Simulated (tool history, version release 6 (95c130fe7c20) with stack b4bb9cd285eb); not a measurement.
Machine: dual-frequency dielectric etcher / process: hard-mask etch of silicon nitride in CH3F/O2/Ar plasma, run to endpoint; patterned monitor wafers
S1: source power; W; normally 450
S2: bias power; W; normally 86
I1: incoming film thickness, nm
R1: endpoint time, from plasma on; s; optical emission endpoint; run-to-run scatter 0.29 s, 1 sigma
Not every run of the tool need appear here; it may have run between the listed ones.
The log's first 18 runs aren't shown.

{"hour": 1199.0, "done": "bias power generator calibrated"}
{"run": 19, "hour": 1229.4, "S1": 560, "S2": 97, "I1": 36.4, "R1": 47.2}
{"hour": 1287.9, "done": "wet clean of the chamber"}
{"run": 20, "hour": 1288.4, "S1": 450, "S2": 86, "I1": 36.29, "R1": 50.2}
{"run": 21, "hour": 1359.8, "S1": 480, "S2": 71, "I1": 35.98, "R1": 52.6}
{"run": 22, "hour": 1403.3, "S1": 500, "S2": 92, "I1": 36.34, "R1": 47.7}
{"run": 23, "hour": 1481.4, "S1": 450, "S2": 92, "I1": 36.09, "R1": 49.1}
{"run": 24, "hour": 1566.4, "S1": 540, "S2": 86, "I1": 35.87, "R1": 48.1}
{"run": 25, "hour": 1626.1, "S1": 550, "S2": 73, "I1": 35.96, "R1": 51.1}
{"hour": 1702.2, "done": "wet clean of the chamber"}
{"run": 26, "hour": 1707.9, "S1": 490, "S2": 98, "I1": 36.25, "R1": 46.5}
{"hour": 1802.6, "done": "source power generator calibrated"}
{"run": 27, "hour": 1808.3, "S1": 400, "S2": 69, "I1": 36.19, "R1": 57.3}
{"run": 28, "hour": 1916.3, "S1": 410, "S2": 96, "I1": 36.16, "R1": 50.7}
{"run": 29, "hour": 2009.3, "S1": 450, "S2": 86, "I1": 35.92, "R1": 51.5}
{"run": 30, "hour": 2049.2, "S1": 480, "S2": 86, "I1": 36.33, "R1": 51.3}
{"run": 31, "hour": 2087.6, "S1": 540, "S2": 67, "I1": 36.38, "R1": 53.8}
{"hour": 2195.5, "done": "wet clean of the chamber"}
{"run": 32, "hour": 2196.0, "S1": 380, "S2": 86, "I1": 36.26, "R1": 53.0}
{"run": 33, "hour": 2225.7, "S1": 450, "S2": 86, "I1": 36.21, "R1": 49.9}
{"run": 34, "hour": 2265.3, "S1": 450, "S2": 86, "I1": 36.21, "R1": 50.5}

Alternative continuations, all from the tool just after run 34; predict every row:
{"run": "A", "hour": 2265.7, "S1": 450, "S2": 94, "I1": 36.75, "R1": "?"}
{"run": "B", "hour": 2265.7, "S1": 520, "S2": 103, "I1": 36.75, "R1": "?"}
{"run": "C", "hour": 2265.7, "S1": 350, "S2": 103, "I1": 36.75, "R1": "?"}
{"run": "D", "hour": 2265.7, "S1": 500, "S2": 86, "I1": 36.75, "R1": "?"}

run=A R1=49.3
run=B R1=45.4
run=C R1=51.4
run=D R1=49.3
Take away the tool's hidden state, keep each run's random variation, and the runs would have read:
run=A R1=49.0
run=B R1=45.1
run=C R1=51.1
run=D R1=49.0

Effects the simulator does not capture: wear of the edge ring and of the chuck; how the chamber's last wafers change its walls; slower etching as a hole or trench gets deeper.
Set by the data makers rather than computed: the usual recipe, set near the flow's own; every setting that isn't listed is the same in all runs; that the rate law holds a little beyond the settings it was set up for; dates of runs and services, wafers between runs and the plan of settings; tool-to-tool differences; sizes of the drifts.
